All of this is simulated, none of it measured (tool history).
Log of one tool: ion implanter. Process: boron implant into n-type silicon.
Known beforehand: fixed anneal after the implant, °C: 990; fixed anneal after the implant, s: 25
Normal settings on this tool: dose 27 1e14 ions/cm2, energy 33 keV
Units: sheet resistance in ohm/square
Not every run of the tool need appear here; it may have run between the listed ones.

| run | hour | dose | energy | wafers since the last listed run | hours since the last dose calibration | hours since the extraction supply was calibrated | hours since the gauge calibration | read-back reference wafer on the same gauge, sheet resistance | sheet resistance |
|---|---|---|---|---|---|---|---|---|---|
| 1 | 0 | 29.26 | 39.5 | 0 | 532 | 3979.9 | 574.8 | 52.39 | 55.18 |
| 2 | 64.6 | 32.06 | 33 | 1619 | 596.6 | 4044.5 | 639.4 | 52.38 | 55.55 |
| 3 | 93.5 | 32.06 | 33 | 724 | 625.5 | 4073.4 | 668.3 | 52.4 | 55.3 |
| 4 | 124.4 | 27 | 33 | 774 | 656.4 | 4104.3 | 699.2 | 52.41 | 59.98 |
| 5 | 167.1 | 27 | 33 | 1070 | 699.1 | 4147 | 741.9 | 52.39 | 60.16 |
| 6 | 223.9 | 24.9 | 33 | 1423 | 755.9 | 4203.8 | 798.7 | 52.4 | 62.91 |
| 7 | 273.1 | 27 | 39.5 | 1233 | 805.1 | 4253 | 847.9 | 52.4 | 57.84 |
| 8 | 326.2 | 24.74 | 33 | 1331 | 858.2 | 4306.1 | 901 | 52.4 | 63.1 |
| 9 | 371.9 | 24.74 | 33 | 1145 | 903.9 | 4351.8 | 946.7 | 52.4 | 63.11 |
| 10 | 397.1 | 27 | 33 | 631 | 929.1 | 4377 | 971.9 | 52.41 | 60.23 |
| 11 | 421.5 | 27 | 33 | 611 | 953.5 | 4401.4 | 996.3 | 52.4 | 60.25 |
| 12 | 565.3 | 27 | 33 | 3604 | 1097.3 | 4545.2 | 1140.1 | 52.39 | 60.39 |
| 13 | 680 | 27 | 28 | 2875 | 1212 | 4659.9 | 1254.8 | 52.41 | 63.16 |
| 14 | 731 | 27 | 28 | 1278 | 1263 | 4710.9 | 1305.8 | 52.41 | 62.92 |
| 15 | 767.2 | 27 | 28 | 907 | 1299.2 | 4747.1 | 1342 | 52.41 | 63.14 |
| 16 | 798.9 | 29.79 | 33 | 794 | 1330.9 | 4778.8 | 1373.7 | 52.42 | 57.44 |
| 17 | 847.3 | 29.79 | 33 | 1213 | 1379.3 | 4827.2 | 1422.1 | 52.38 | 57.38 |
| 18 | 887.8 | 27 | 33 | 1015 | 1419.8 | 4867.7 | 1462.6 | 52.39 | 60.33 |
| 19 | 950.8 | 34.89 | 43 | 1579 | 1482.8 | 4930.7 | 1525.6 | 52.42 | 49.61 |
|  | 970.2 | gauge calibrated |
| 20 | 990 | 27 | 25.5 | 982 | 1522 | 4969.9 | 19.8 | 52.4 | 65.09 |
| 21 | 1018.7 | 34.89 | 43 | 719 | 1550.7 | 4998.6 | 48.5 | 52.38 | 49.77 |
| 22 | 1057 | 27 | 33 | 960 | 1589 | 5036.9 | 86.8 | 52.39 | 60.39 |
| 23 | 1104.2 | 32.02 | 33 | 1183 | 1636.2 | 5084.1 | 134 | 52.4 | 55.68 |
| 24 | 1143.8 | 23.85 | 39 | 992 | 1675.8 | 5123.7 | 173.6 | 52.4 | 62.99 |
| 25 | 1204 | 27 | 33 | 1509 | 1736 | 5183.9 | 233.8 | 52.39 | 60.52 |
| 26 | 1241.3 | 21.8 | 28.5 | 935 | 1773.3 | 5221.2 | 271.1 | 52.4 | 70.57 |
| 27 | 1283.7 | 27 | 40.5 | 1062 | 1815.7 | 5263.6 | 313.5 | 52.42 | 58.17 |
| 28 | 1395.4 | 24.39 | 36.5 | 2800 | 1927.4 | 5375.3 | 425.2 | 52.38 | 62.95 |
|  | 1555.4 | extraction supply calibrated |
|  | 1584.2 | Faraday cup replaced and dose calibrated |
| 29 | 1593.5 | 27 | 36 | 4564 | 9.3 | 38.1 | 623.3 | 52.39 | 58.38 |
| 30 | 1617.7 | 33.59 | 39.5 | 606 | 33.5 | 62.3 | 647.5 | 52.41 | 51.12 |
| 31 | 1795.7 | 27 | 33 | 4462 | 211.5 | 240.3 | 825.5 | 52.41 | 59.87 |
| 32 | 1909.5 | 27 | 33 | 2852 | 325.3 | 354.1 | 939.3 | 52.4 | 59.92 |
| 33 | 2077.6 | 33.29 | 39 | 4213 | 493.4 | 522.2 | 1107.4 | 52.41 | 51.6 |
| 34 | 2131.9 | 32.82 | 22.5 | 1361 | 547.7 | 576.5 | 1161.7 | 52.38 | 63.69 |

Here are 5 independent what-if runs from the current tool condition. What would each one return?
| A | 2132.3 | 32.32 | 33 | 10 | 548.1 | 576.9 | 1162.1 | ? | ? |
| B | 2132.3 | 21.3 | 23 | 10 | 548.1 | 576.9 | 1162.1 | ? | ? |
| C | 2132.3 | 24.09 | 27.5 | 10 | 548.1 | 576.9 | 1162.1 | ? | ? |
| D | 2132.3 | 27 | 23.5 | 10 | 548.1 | 576.9 | 1162.1 | ? | ? |
| E | 2132.3 | 31.67 | 27 | 10 | 548.1 | 576.9 | 1162.1 | ? | ? |

| run | read-back reference wafer on the same gauge, sheet resistance | sheet resistance |
|---|---|---|
| A | 52.41 | 55.13 |
| B | 52.41 | 74.55 |
| C | 52.41 | 66.72 |
| D | 52.41 | 66.59 |
| E | 52.41 | 59.58 |
Without the tool's hidden state the same runs would have given:
| run | sheet resistance |
|---|---|
| A | 54.97 |
| B | 74.29 |
| C | 66.48 |
| D | 66.41 |
| E | 59.43 |
